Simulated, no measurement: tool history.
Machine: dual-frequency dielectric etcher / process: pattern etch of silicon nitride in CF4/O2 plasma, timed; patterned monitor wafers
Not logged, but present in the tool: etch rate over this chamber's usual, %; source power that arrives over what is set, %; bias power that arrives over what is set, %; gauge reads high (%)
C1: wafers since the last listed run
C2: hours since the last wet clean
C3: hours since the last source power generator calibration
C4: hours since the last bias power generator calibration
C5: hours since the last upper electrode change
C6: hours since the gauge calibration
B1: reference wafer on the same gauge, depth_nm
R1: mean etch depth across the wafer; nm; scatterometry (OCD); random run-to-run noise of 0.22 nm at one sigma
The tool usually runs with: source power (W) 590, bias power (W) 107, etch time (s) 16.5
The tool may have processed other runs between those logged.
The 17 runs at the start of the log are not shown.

Run 18, hour 1194.5: usual settings but source power (W) 730, bias power (W) 117, etch time (s) 13.5; C1 414; C2 394.1; C3 176.3; C4 373.1; C5 124.1; C6 2542.9; B1 34.83. Result: R1 29.78 nm.
At hour 1200.8: gauge calibrated.
At hour 1249.4: wet clean of the chamber.
Run 19, hour 1263.9: usual settings but source power (W) 460, bias power (W) 92, etch time (s) 21; C1 472; C2 14.5; C3 245.7; C4 442.5; C5 193.5; C6 63.1; B1 34.79. Result: R1 32.6 nm.
Run 20, hour 1310.1: usual settings but etch time (s) 21.5; C1 480; C2 60.7; C3 291.9; C4 488.7; C5 239.7; C6 109.3; B1 34.8. Result: R1 41.33 nm.
Run 21, hour 1351.4: usual settings but source power (W) 490, bias power (W) 87; C1 429; C2 102; C3 333.2; C4 530; C5 281; C6 150.6; B1 34.74. Result: R1 26.3 nm.
Run 22, hour 1405.4: usual settings; C1 561; C2 156; C3 387.2; C4 584; C5 335; C6 204.6; B1 34.81. Result: R1 31.05 nm.
Run 23, hour 1458.2: usual settings; C1 549; C2 208.8; C3 440; C4 636.8; C5 387.8; C6 257.4; B1 34.79. Result: R1 30.83 nm.
Run 24, hour 1509.7: usual settings but source power (W) 500, etch time (s) 19; C1 535; C2 260.3; C3 491.5; C4 688.3; C5 439.3; C6 308.9; B1 34.84. Result: R1 31.38 nm.
Run 25, hour 1542.7: usual settings but bias power (W) 85, etch time (s) 19; C1 343; C2 293.3; C3 524.5; C4 721.3; C5 472.3; C6 341.9; B1 34.82. Result: R1 33.79 nm.
Run 26, hour 1597.7: usual settings; C1 572; C2 348.3; C3 579.5; C4 776.3; C5 527.3; C6 396.9; B1 34.77. Result: R1 30.41 nm.
Run 27, hour 1643: usual settings but source power (W) 660, bias power (W) 114; C1 471; C2 393.6; C3 624.8; C4 821.6; C5 572.6; C6 442.2; B1 34.85. Result: R1 33.25 nm.
Run 28, hour 1689.8: usual settings but etch time (s) 15; C1 486; C2 440.4; C3 671.6; C4 868.4; C5 619.4; C6 489; B1 34.8. Result: R1 27.36 nm.
At hour 1732.2: wet clean of the chamber.
Run 29, hour 1732.7: usual settings but source power (W) 510, etch time (s) 12.5; C1 196; C2 0.5; C3 714.5; C4 911.3; C5 662.3; C6 531.9; B1 34.79. Result: R1 21.93 nm.
Run 30, hour 1784.8: usual settings but source power (W) 490, bias power (W) 94; C1 542; C2 52.6; C3 766.6; C4 963.4; C5 714.4; C6 584; B1 34.8. Result: R1 26.97 nm.

Consider 4 possible next runs. They are alternatives, not a sequence: every one starts from the tool as it was left by run 30. What does each give?
Run A, hour 1785.2: usual settings; C1 4; C2 53; C3 767; C4 963.8; C5 714.8; C6 584.4; B1 ?. Result: R1 ?.
Run B, hour 1785.2: usual settings but source power (W) 510, bias power (W) 117; C1 4; C2 53; C3 767; C4 963.8; C5 714.8; C6 584.4; B1 ?. Result: R1 ?.
Run C, hour 1785.2: usual settings but bias power (W) 99; C1 4; C2 53; C3 767; C4 963.8; C5 714.8; C6 584.4; B1 ?. Result: R1 ?.
Run D, hour 1785.2: usual settings but source power (W) 510, bias power (W) 131, etch time (s) 12; C1 4; C2 53; C3 767; C4 963.8; C5 714.8; C6 584.4; B1 ?. Result: R1 ?.

run     B1     R1
  A  34.75   31.9
  B  34.75  29.42
  C  34.75  31.35
  D  34.75  22.01
The same runs, with their run-to-run variation unchanged, on a tool lacking any hidden condition would have given:
run     R1
  A  32.06
  B  29.56
  C   31.5
  D  22.11
